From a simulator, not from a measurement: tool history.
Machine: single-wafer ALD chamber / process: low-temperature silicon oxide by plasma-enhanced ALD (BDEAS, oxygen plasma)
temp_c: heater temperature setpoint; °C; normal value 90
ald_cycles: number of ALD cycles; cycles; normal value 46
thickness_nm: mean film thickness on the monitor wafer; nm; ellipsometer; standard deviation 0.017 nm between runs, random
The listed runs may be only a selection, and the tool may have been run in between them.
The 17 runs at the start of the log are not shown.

| run | day | temp_c | ald_cycles | read-back reference wafer on the same gauge, thickness_nm | thickness_nm |
|---|---|---|---|---|---|
| 18 | 21.462 | 76 | 38 | 6.475 | 5.715 |
| 19 | 22.467 | 101 | 55 | 6.472 | 7.625 |
| 20 | 23.100 | 90 | 46 | 6.470 | 6.606 |
| 21 | 23.700 | 90 | 46 | 6.466 | 6.557 |
| 22 | 24.554 | 90 | 46 | 6.466 | 6.615 |
| 23 | 25.496 | 78 | 52 | 6.463 | 7.701 |
| 24 | 26.638 | 103 | 37 | 6.460 | 5.094 |
| 25 | 27.929 | 99 | 43 | 6.455 | 6.006 |
| 26 | 28.862 | 82 | 46 | 6.450 | 6.715 |
| 27 | 29.862 | 94 | 41 | 6.448 | 5.768 |
| 28 | 30.362 | 90 | 46 | 6.447 | 6.543 |
| 29 | 31.129 | 90 | 46 | 6.441 | 6.569 |
| 30 | 31.833 | 90 | 46 | 6.438 | 6.546 |

Alternative continuations, all from the tool just after run 30; predict every row:
| A | 31.854 | 102 | 46 | ? | ? |
| B | 31.854 | 90 | 54 | ? | ? |
| C | 31.854 | 97 | 52 | ? | ? |
| D | 31.854 | 95 | 55 | ? | ? |

| run | read-back reference wafer on the same gauge, thickness_nm | thickness_nm |
|---|---|---|
| A | 6.441 | 6.342 |
| B | 6.441 | 7.722 |
| C | 6.441 | 7.276 |
| D | 6.441 | 7.744 |
The same runs, with their run-to-run variation unchanged, on a tool lacking any hidden condition would have given:
| run | thickness_nm |
|---|---|
| A | 6.412 |
| B | 7.807 |
| C | 7.356 |
| D | 7.829 |
